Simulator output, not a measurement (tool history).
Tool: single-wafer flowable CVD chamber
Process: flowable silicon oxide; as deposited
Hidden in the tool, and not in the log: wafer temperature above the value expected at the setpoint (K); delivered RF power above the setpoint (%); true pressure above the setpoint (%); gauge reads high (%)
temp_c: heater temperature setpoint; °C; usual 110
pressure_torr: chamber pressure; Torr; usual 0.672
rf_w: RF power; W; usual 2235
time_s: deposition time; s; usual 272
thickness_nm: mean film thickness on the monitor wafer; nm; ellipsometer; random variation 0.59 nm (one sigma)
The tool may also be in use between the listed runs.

run,day,temp_c,pressure_torr,rf_w,time_s,wafers since the last listed run,hours since the last thermocouple change,hours since the last RF generator calibration,hours since the last manometer calibration,hours since the showerhead was replaced,hours since the gauge calibration,"read-back reference wafer on the same gauge, thickness_nm",thickness_nm
1,0.000,110,0.672,2235,272,0,207.6,132.0,469.3,2353.2,1598.2,82.034,95.696
2,4.296,110,0.672,2235,272,743,310.7,235.1,572.4,2456.3,1701.3,81.877,94.065
3,7.404,110,0.672,2235,272,537,385.3,309.7,647.0,2530.9,1775.9,81.952,93.820
4,9.208,110,0.672,2355,294,312,428.6,353.0,690.3,2574.2,1819.2,81.904,102.296
5,13.092,110,0.672,1920,272,672,521.8,446.2,783.5,2667.4,1912.4,81.967,90.299
6,15.321,110,0.672,1920,272,385,575.3,499.7,837.0,2720.9,1965.9,82.212,89.738
7,17.888,110,0.672,2235,272,444,636.9,561.3,898.6,2782.5,2027.5,82.077,93.590
8,21.988,110,0.672,2235,272,709,735.3,659.7,997.0,2880.9,2125.9,81.902,94.309
9,24.529,117,0.672,2235,272,439,796.3,720.7,1058.0,2941.9,2186.9,82.080,76.527
10,28.708,117,0.672,2235,272,723,896.6,821.0,1158.3,3042.2,2287.2,81.966,76.254
11,31.038,117,0.672,2235,272,403,952.5,876.9,1214.2,3098.1,2343.1,81.917,76.504
12,33.262,101,0.672,2235,272,385,1005.9,930.3,1267.6,3151.5,2396.5,81.969,131.965
# day 35.692: showerhead replaced
13,37.188,101,0.672,2235,272,621,1100.1,1024.5,1361.8,35.9,2490.7,81.883,132.699
14,38.767,118,0.745,2235,272,273,1138.0,1062.4,1399.7,73.8,2528.6,81.959,84.227
15,40.842,120,0.672,2010,272,359,1187.8,1112.2,1449.5,123.6,2578.4,82.012,69.758
16,44.238,118,0.745,2235,272,587,1269.3,1193.7,1531.0,205.1,2659.9,81.938,86.335
# day 44.583: gauge calibrated
# day 47.104: thermocouple changed; heater temperature recalibrated
17,47.638,118,0.546,2235,272,530,12.8,1275.3,1612.6,286.7,73.3,82.024,57.055
18,50.954,99,0.672,2235,272,573,92.4,1354.9,1692.2,366.3,152.9,81.878,130.530
# day 52.762: capacitance manometer re-zeroed and calibrated
19,54.646,110,0.672,2235,272,581,181.0,1443.5,45.2,454.9,241.5,82.115,96.839
20,57.242,110,0.672,2235,323,449,243.3,1505.8,107.5,517.2,303.8,81.996,113.494
# day 60.612: RF generator calibrated
21,60.692,120,0.672,2235,272,539,326.1,1.9,190.3,600.0,386.6,81.904,69.383
22,64.638,124,0.672,2235,272,682,420.8,96.6,285.0,694.7,481.3,81.980,61.818
23,68.508,110,0.672,2235,272,669,513.7,189.5,377.9,787.6,574.2,82.059,93.633
24,71.825,110,0.672,2235,272,573,593.3,269.1,457.5,867.2,653.8,82.102,94.420
25,74.350,98,0.798,2235,324,436,653.9,329.7,518.1,927.8,714.4,82.100,198.443
26,77.550,110,0.736,2235,272,553,730.7,406.5,594.9,1004.6,791.2,82.082,102.533
27,81.588,100,0.672,2035,296,698,827.6,503.4,691.8,1101.5,888.1,82.129,139.805

Some steps in thickness_nm between neighbouring runs. How much of each would the tool show without its hidden state too (settings, what came in, random variation), and how much is left for the hidden state, with any gauge scatter that isn't in both results?
Run 17 -> 18: temp_c 118 -> 99, pressure_torr 0.546 -> 0.672. thickness_nm +73.475 nm: hidden state -6.312, all else +79.787.
Run 18 -> 19: temp_c 99 -> 110, capacitance manometer re-zeroed and calibrated. thickness_nm -33.691 nm: hidden state +9.194, all else -42.885.
Run 24 -> 25: temp_c 110 -> 98, pressure_torr 0.672 -> 0.798, time_s 272 -> 324. thickness_nm +104.023 nm: hidden state -4.451, all else +108.474.
Run 25 -> 26: temp_c 98 -> 110, pressure_torr 0.798 -> 0.736, time_s 324 -> 272. thickness_nm -95.910 nm: hidden state +4.257, all else -100.167.
